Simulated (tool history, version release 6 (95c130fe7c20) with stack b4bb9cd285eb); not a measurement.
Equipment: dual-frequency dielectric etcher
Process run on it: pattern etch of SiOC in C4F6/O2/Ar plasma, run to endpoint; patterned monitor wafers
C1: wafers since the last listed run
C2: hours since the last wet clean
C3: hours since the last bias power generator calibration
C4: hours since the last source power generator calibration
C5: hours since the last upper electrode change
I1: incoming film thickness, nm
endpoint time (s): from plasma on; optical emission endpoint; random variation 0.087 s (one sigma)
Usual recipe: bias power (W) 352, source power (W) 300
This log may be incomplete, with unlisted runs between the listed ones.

{"run": 1, "day": 0.0, "bias power (W)": 352, "source power (W)": 300, "C1": 0, "C2": 409.4, "C3": 3217.4, "C4": 1840.9, "C5": 4370.7, "I1": 49.75, "endpoint time (s)": 21}
{"run": 2, "day": 0.304, "bias power (W)": 352, "source power (W)": 300, "C1": 124, "C2": 416.7, "C3": 3224.7, "C4": 1848.2, "C5": 4378, "I1": 49.16, "endpoint time (s)": 20.8}
{"run": 3, "day": 0.65, "bias power (W)": 370, "source power (W)": 300, "C1": 142, "C2": 425, "C3": 3233, "C4": 1856.5, "C5": 4386.3, "I1": 49.87, "endpoint time (s)": 20.7}
{"run": 4, "day": 1.388, "bias power (W)": 352, "source power (W)": 340, "C1": 302, "C2": 442.7, "C3": 3250.7, "C4": 1874.2, "C5": 4404, "I1": 49.32, "endpoint time (s)": 19.9}
{"run": 5, "day": 1.825, "bias power (W)": 403, "source power (W)": 240, "C1": 179, "C2": 453.2, "C3": 3261.2, "C4": 1884.7, "C5": 4414.5, "I1": 49.16, "endpoint time (s)": 21}
{"run": 6, "day": 2.567, "bias power (W)": 403, "source power (W)": 240, "C1": 304, "C2": 471, "C3": 3279, "C4": 1902.5, "C5": 4432.3, "I1": 49.74, "endpoint time (s)": 21.2}
{"run": 7, "day": 2.821, "bias power (W)": 352, "source power (W)": 300, "C1": 104, "C2": 477.1, "C3": 3285.1, "C4": 1908.6, "C5": 4438.4, "I1": 49.72, "endpoint time (s)": 20.8}
{"run": 8, "day": 3.112, "bias power (W)": 352, "source power (W)": 300, "C1": 119, "C2": 484.1, "C3": 3292.1, "C4": 1915.6, "C5": 4445.4, "I1": 49.28, "endpoint time (s)": 20.5}
{"run": 9, "day": 3.438, "bias power (W)": 352, "source power (W)": 300, "C1": 133, "C2": 491.9, "C3": 3299.9, "C4": 1923.4, "C5": 4453.2, "I1": 48.83, "endpoint time (s)": 20.4}
{"run": 10, "day": 4.033, "bias power (W)": 352, "source power (W)": 300, "C1": 244, "C2": 506.2, "C3": 3314.2, "C4": 1937.7, "C5": 4467.5, "I1": 49.73, "endpoint time (s)": 20.8}
{"day": 5.488, "done": "source power generator calibrated"}
{"day": 5.583, "done": "upper electrode replaced"}
{"day": 5.658, "done": "bias power generator calibrated"}
{"run": 11, "day": 5.679, "bias power (W)": 281, "source power (W)": 300, "C1": 536, "C2": 545.7, "C3": 0.5, "C4": 4.6, "C5": 2.3, "I1": 49.23, "endpoint time (s)": 22}
{"run": 12, "day": 5.692, "bias power (W)": 352, "source power (W)": 300, "C1": 5, "C2": 546, "C3": 0.8, "C4": 4.9, "C5": 2.6, "I1": 49.21, "endpoint time (s)": 20.5}
{"run": 13, "day": 5.817, "bias power (W)": 290, "source power (W)": 370, "C1": 51, "C2": 549, "C3": 3.8, "C4": 7.9, "C5": 5.6, "I1": 49.31, "endpoint time (s)": 20.4}
{"day": 6.892, "done": "wet clean of the chamber"}
{"run": 14, "day": 6.912, "bias power (W)": 319, "source power (W)": 360, "C1": 39, "C2": 0.5, "C3": 30.1, "C4": 34.2, "C5": 31.9, "I1": 49.23, "endpoint time (s)": 20.9}
{"run": 15, "day": 6.925, "bias power (W)": 424, "source power (W)": 340, "C1": 5, "C2": 0.8, "C3": 30.4, "C4": 34.5, "C5": 32.2, "I1": 49.99, "endpoint time (s)": 19.7}
{"run": 16, "day": 7.217, "bias power (W)": 352, "source power (W)": 300, "C1": 119, "C2": 7.8, "C3": 37.4, "C4": 41.5, "C5": 39.2, "I1": 49.81, "endpoint time (s)": 21.7}
{"run": 17, "day": 7.842, "bias power (W)": 352, "source power (W)": 300, "C1": 256, "C2": 22.8, "C3": 52.4, "C4": 56.5, "C5": 54.2, "I1": 49.24, "endpoint time (s)": 21.4}
{"run": 18, "day": 8.217, "bias power (W)": 294, "source power (W)": 370, "C1": 154, "C2": 31.8, "C3": 61.4, "C4": 65.5, "C5": 63.2, "I1": 49.88, "endpoint time (s)": 21.6}
{"run": 19, "day": 8.65, "bias power (W)": 375, "source power (W)": 270, "C1": 178, "C2": 42.2, "C3": 71.8, "C4": 75.9, "C5": 73.6, "I1": 49.51, "endpoint time (s)": 21.7}
{"run": 20, "day": 8.958, "bias power (W)": 409, "source power (W)": 240, "C1": 126, "C2": 49.6, "C3": 79.2, "C4": 83.3, "C5": 81, "I1": 49.61, "endpoint time (s)": 21.8}
{"run": 21, "day": 9.267, "bias power (W)": 308, "source power (W)": 230, "C1": 126, "C2": 57, "C3": 86.6, "C4": 90.7, "C5": 88.4, "I1": 49.37, "endpoint time (s)": 24}

List, for all runs, the conditions of the tool that the log does not record:
bias power that arrives over what is set, %: 0 across all the runs
source power that arrives over what is set, %: 0 across all the runs
H1: etch rate over this chamber's usual, %
run=1 H1=3.81
run=2 H1=3.87
run=3 H1=3.95
run=4 H1=4.11
run=5 H1=4.21
run=6 H1=4.37
run=7 H1=4.43
run=8 H1=4.49
run=9 H1=4.57
run=10 H1=4.7
run=11 H1=5.06
run=12 H1=5.06
run=13 H1=5.09
run=14 H1=0.122
run=15 H1=0.124
run=16 H1=0.189
run=17 H1=0.327
run=18 H1=0.41
run=19 H1=0.506
run=20 H1=0.574
run=21 H1=0.642

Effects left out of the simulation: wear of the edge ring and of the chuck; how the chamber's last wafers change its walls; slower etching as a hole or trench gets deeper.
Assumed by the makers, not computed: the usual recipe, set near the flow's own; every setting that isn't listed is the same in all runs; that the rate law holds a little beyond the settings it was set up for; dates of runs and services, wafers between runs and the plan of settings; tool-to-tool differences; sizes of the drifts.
